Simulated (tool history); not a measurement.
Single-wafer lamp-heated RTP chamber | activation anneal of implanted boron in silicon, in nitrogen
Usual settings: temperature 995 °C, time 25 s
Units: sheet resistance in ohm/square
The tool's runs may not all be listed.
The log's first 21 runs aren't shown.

run   hour  temperature  time  read-back reference wafer on the same gauge, sheet resistance  sheet resistance
 22  261.9         1023    40                                                         261.92            215.44
 23  283.4          973    33                                                         262.01            226.88
 24  299.4          995    25                                                         262.02            219.50
 25  307.6         1019    16                                                         261.96            218.19
 26  325.3          983    34                                                         262.05            222.09
 27  341.9         1012    11                                                         261.98            217.79
 28  354.6         1009    38                                                         262.06            216.64
 29  370.2          995    14                                                         262.18            220.17
 30  377.8          975    18                                                         262.02            226.67
 31  395.7          995    25                                                         261.96            218.45
 32  412.4          978    25                                                         262.01            223.58
 33  418.7          995    25                                                         262.13            219.61

Forecast each of these 4 alternatives for the next run:
  A  419.1          995    10                                                              ?                 ?
  B  419.1          982    14                                                              ?                 ?
  C  419.1         1025    16                                                              ?                 ?
  D  419.1         1008    15                                                              ?                 ?

run  read-back reference wafer on the same gauge, sheet resistance  sheet resistance
  A                                                         261.87            220.55
  B                                                         261.87            223.63
  C                                                         261.87            217.72
  D                                                         261.87            218.52
Without the tool's hidden state the same runs would have given:
run  sheet resistance
  A            222.60
  B            227.60
  C            217.98
  D            219.26
